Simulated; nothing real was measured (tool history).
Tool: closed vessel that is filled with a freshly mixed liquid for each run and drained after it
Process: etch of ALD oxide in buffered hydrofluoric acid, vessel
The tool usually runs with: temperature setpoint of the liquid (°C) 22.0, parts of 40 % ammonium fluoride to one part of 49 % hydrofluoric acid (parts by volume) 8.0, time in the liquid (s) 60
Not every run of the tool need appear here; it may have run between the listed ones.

run	hour	temperature setpoint of the liquid (°C)	parts of 40 % ammonium fluoride to one part of 49 % hydrofluoric acid (parts by volume)	time in the liquid (s)	wafers since the last listed run	hours since the thermometer was replaced	hours since the hydrofluoric acid flow meter was replaced	hours since the gauge calibration	read-back film thickness of the ALD oxide reference wafer, read on the same gauge (nm)	thickness taken off the ALD oxide on a monitor wafer (Å)
1	0.0	22.0	8.0	60	0	677.6	530.8	195.3	110.00	979.5
# hour 31.2: thermometer replaced
2	38.3	22.0	7.0	60	2755	7.1	569.1	233.6	110.01	1122.5
3	133.3	22.0	8.0	60	7018	102.1	664.1	328.6	110.01	970.9
4	237.1	22.0	8.0	60	7669	205.9	767.9	432.4	110.00	986.4
5	299.8	22.0	8.0	60	4632	268.6	830.6	495.1	109.99	982.6
6	357.1	22.0	8.0	60	4233	325.9	887.9	552.4	110.02	1010.7
7	455.7	22.0	8.0	85	7284	424.5	986.5	651.0	110.01	1421.8
8	495.6	22.0	8.0	85	2947	464.4	1026.4	690.9	110.02	1400.7
9	603.3	24.5	8.0	60	7957	572.1	1134.1	798.6	110.00	1152.3
# hour 613.1: thermometer replaced
10	681.4	22.0	8.0	60	5696	68.3	1212.2	876.7	109.99	999.7
11	725.5	22.0	8.0	60	3258	112.4	1256.3	920.8	110.00	995.8
12	795.9	22.0	7.0	80	5201	182.8	1326.7	991.2	109.99	1551.1
13	894.6	22.0	8.0	60	7292	281.5	1425.4	1089.9	110.02	1009.8
14	967.6	22.0	8.0	60	5393	354.5	1498.4	1162.9	109.97	1010.7
15	1029.0	19.5	8.0	30	4536	415.9	1559.8	1224.3	110.02	437.2
16	1080.5	25.0	7.0	75	3804	467.4	1611.3	1275.8	110.01	1697.7
# hour 1173.3: thermometer replaced
17	1180.2	22.0	8.0	60	7292	6.9	1711.0	1375.5	110.02	1004.6
# hour 1204.7: gauge calibrated
18	1454.7	22.0	8.0	95	20281	281.4	1985.5	250.0	110.02	1617.8
19	1527.7	23.5	10.5	30	5393	354.4	2058.5	323.0	110.01	435.4
20	1564.7	22.0	8.0	60	2733	391.4	2095.5	360.0	110.00	1004.5

The next listed run, before its measurement:
# hour 1602.4: hydrofluoric acid flow meter replaced
21	1620.3	22.0	8.0	60	4034	447.0	17.9	415.6	?	?

read-back film thickness of the ALD oxide reference wafer, read on the same gauge (nm): 110.00
thickness taken off the ALD oxide on a monitor wafer (Å): 977.7
Without the tool's hidden state the same run would have given thickness taken off the ALD oxide on a monitor wafer (Å) 971.8.

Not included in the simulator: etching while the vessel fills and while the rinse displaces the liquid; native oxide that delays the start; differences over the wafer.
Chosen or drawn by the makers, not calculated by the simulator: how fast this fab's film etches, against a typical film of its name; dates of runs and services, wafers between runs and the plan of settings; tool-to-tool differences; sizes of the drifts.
